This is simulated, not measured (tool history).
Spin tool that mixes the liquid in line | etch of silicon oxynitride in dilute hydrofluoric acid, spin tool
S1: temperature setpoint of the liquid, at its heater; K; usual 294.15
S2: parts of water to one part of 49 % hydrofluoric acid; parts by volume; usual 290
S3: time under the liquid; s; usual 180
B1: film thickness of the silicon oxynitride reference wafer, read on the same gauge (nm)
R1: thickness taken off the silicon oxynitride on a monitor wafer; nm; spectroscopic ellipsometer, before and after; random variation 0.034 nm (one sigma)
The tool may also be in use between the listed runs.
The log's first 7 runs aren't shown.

{"hour": 510.1, "done": "hydrofluoric acid flow meter replaced"}
{"run": 8, "hour": 544.0, "S1": 294.15, "S2": 290, "S3": 215, "B1": 140.011, "R1": 1.145}
{"hour": 596.8, "done": "thermometer replaced"}
{"run": 9, "hour": 624.9, "S1": 294.15, "S2": 290, "S3": 180, "B1": 140.014, "R1": 0.916}
{"run": 10, "hour": 730.8, "S1": 294.15, "S2": 290, "S3": 180, "B1": 139.989, "R1": 0.975}
{"run": 11, "hour": 792.7, "S1": 294.15, "S2": 290, "S3": 180, "B1": 139.991, "R1": 0.881}
{"run": 12, "hour": 861.6, "S1": 294.15, "S2": 290, "S3": 180, "B1": 140.007, "R1": 0.929}
{"run": 13, "hour": 962.7, "S1": 291.15, "S2": 290, "S3": 120, "B1": 140.01, "R1": 0.567}
{"run": 14, "hour": 1051.0, "S1": 294.15, "S2": 290, "S3": 180, "B1": 140.016, "R1": 0.884}
{"run": 15, "hour": 1159.0, "S1": 290.65, "S2": 290, "S3": 80, "B1": 139.999, "R1": 0.344}
{"hour": 1229.2, "done": "hydrofluoric acid flow meter replaced, repeated, since the last time left the tool worse"}
{"run": 16, "hour": 1230.2, "S1": 294.15, "S2": 290, "S3": 215, "B1": 140.005, "R1": 1.382}
{"run": 17, "hour": 1308.3, "S1": 297.15, "S2": 330, "S3": 225, "B1": 139.994, "R1": 1.414}
{"run": 18, "hour": 1356.9, "S1": 294.15, "S2": 195, "S3": 180, "B1": 139.995, "R1": 1.785}
{"hour": 1384.0, "done": "thermometer replaced"}
{"run": 19, "hour": 1422.9, "S1": 294.15, "S2": 290, "S3": 100, "B1": 140.0, "R1": 0.606}
{"run": 20, "hour": 1498.3, "S1": 294.15, "S2": 150, "S3": 180, "B1": 139.994, "R1": 2.254}
{"run": 21, "hour": 1580.8, "S1": 298.15, "S2": 430, "S3": 95, "B1": 139.996, "R1": 0.424}
{"run": 22, "hour": 1676.2, "S1": 294.15, "S2": 290, "S3": 210, "B1": 140.013, "R1": 1.22}
{"run": 23, "hour": 1767.3, "S1": 295.65, "S2": 380, "S3": 95, "B1": 139.995, "R1": 0.453}
{"run": 24, "hour": 1867.2, "S1": 295.65, "S2": 385, "S3": 180, "B1": 139.988, "R1": 0.784}
{"run": 25, "hour": 2011.4, "S1": 292.15, "S2": 410, "S3": 180, "B1": 140.002, "R1": 0.668}
{"run": 26, "hour": 2062.9, "S1": 299.15, "S2": 380, "S3": 180, "B1": 140.001, "R1": 0.942}
{"run": 27, "hour": 2135.2, "S1": 294.15, "S2": 290, "S3": 180, "B1": 140.005, "R1": 0.985}
{"run": 28, "hour": 2181.5, "S1": 294.15, "S2": 290, "S3": 180, "B1": 139.998, "R1": 1.132}
{"hour": 2210.0, "done": "thermometer replaced"}
{"run": 29, "hour": 2262.6, "S1": 294.15, "S2": 290, "S3": 180, "B1": 140.009, "R1": 1.018}
{"run": 30, "hour": 2357.5, "S1": 294.15, "S2": 290, "S3": 180, "B1": 139.999, "R1": 1.049}
{"run": 31, "hour": 2600.4, "S1": 294.15, "S2": 290, "S3": 180, "B1": 139.977, "R1": 0.992}
{"run": 32, "hour": 2694.5, "S1": 297.15, "S2": 410, "S3": 180, "B1": 139.988, "R1": 0.743}

Forecast each of these 4 alternatives for the next run:
{"run": "A", "hour": 2695.0, "S1": 294.15, "S2": 290, "S3": 180, "B1": "?", "R1": "?"}
{"run": "B", "hour": 2695.0, "S1": 294.15, "S2": 210, "S3": 265, "B1": "?", "R1": "?"}
{"run": "C", "hour": 2695.0, "S1": 291.15, "S2": 290, "S3": 180, "B1": "?", "R1": "?"}
{"run": "D", "hour": 2695.0, "S1": 298.15, "S2": 290, "S3": 180, "B1": "?", "R1": "?"}

run=A B1=139.994 R1=1.037
run=B B1=139.994 R1=2.226
run=C B1=139.994 R1=0.908
run=D B1=139.994 R1=1.231
Without the tool's hidden state the same runs would have given:
run=A R1=1.108
run=B R1=2.373
run=C R1=0.969
run=D R1=1.317

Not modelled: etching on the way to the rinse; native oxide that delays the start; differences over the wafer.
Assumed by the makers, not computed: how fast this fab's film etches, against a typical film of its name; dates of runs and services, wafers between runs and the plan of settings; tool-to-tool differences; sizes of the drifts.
